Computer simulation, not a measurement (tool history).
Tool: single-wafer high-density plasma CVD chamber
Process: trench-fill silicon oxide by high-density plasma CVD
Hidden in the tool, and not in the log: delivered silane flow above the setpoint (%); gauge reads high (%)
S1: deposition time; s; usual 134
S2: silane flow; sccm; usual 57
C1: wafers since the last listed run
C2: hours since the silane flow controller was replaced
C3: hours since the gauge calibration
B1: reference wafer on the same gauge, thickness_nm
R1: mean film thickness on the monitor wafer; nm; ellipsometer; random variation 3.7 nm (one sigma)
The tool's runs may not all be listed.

run,hour,S1,S2,C1,C2,C3,B1,R1
1,0,134,57,0,2990.8,440.4,844.168,793.532
2,37.8,134,57,462,3028.6,478.2,843.034,796.593
3,72.6,134,57,425,3063.4,513,844.734,792.939
4,128.2,123,57,679,3119,568.6,844.752,729.444
5,171.8,123,57,532,3162.6,612.2,844.831,731.884
6,219.8,123,57,586,3210.6,660.2,845.404,742.685
7,279.5,148,66,729,3270.3,719.9,843.775,1026.867
8,304.4,148,66,304,3295.2,744.8,843.689,1026.464
# hour 329: gauge calibrated
9,353.6,134,57,601,3344.4,24.6,844.786,803.437
10,387.5,134,57,414,3378.3,58.5,843.853,802.834
11,451.1,134,57,777,3441.9,122.1,843.523,803.754
12,498.6,134,57,580,3489.4,169.6,844.224,803.926
13,640.5,134,57,1734,3631.3,311.5,843.206,802.715
14,702.2,146,49,754,3693,373.2,843.37,755.254
# hour 744.4: silane flow controller replaced
15,761.7,134,57,629,17.3,432.7,844.922,758.359
16,813.5,134,53,633,69.1,484.5,845.145,702.746
17,876.5,146,57,770,132.1,547.5,843.681,825.91
18,927.7,151,66,625,183.3,598.7,844.174,979.723
19,991,134,57,773,246.6,662,844.789,762.416
20,1032.6,114,52,508,288.2,703.6,843.867,592.172
21,1083.4,134,57,620,339,754.4,843.921,756.8
# hour 1093.4: gauge calibrated
22,1135,118,47,630,390.6,41.6,843.268,551.895
23,1167.4,134,57,396,423,74,844.172,754.323
24,1211,122,60,532,466.6,117.6,844.131,729.13
25,1262,134,57,623,517.6,168.6,844.786,765.079
26,1325.7,115,57,778,581.3,232.3,844.549,659.191
27,1385.5,156,60,731,641.1,292.1,844.659,938.98

The tool's hidden state at each run:
gauge reads high (%): 0 in every run
H1: delivered silane flow above the setpoint (%)
run,H1
1,5.93
2,6
3,6.06
4,6.16
5,6.24
6,6.33
7,6.44
8,6.48
9,6.57
10,6.63
11,6.75
12,6.83
13,7.09
14,7.2
15,0.548
16,0.642
17,0.755
18,0.848
19,0.962
20,1.04
21,1.13
22,1.22
23,1.28
24,1.36
25,1.45
26,1.57
27,1.68
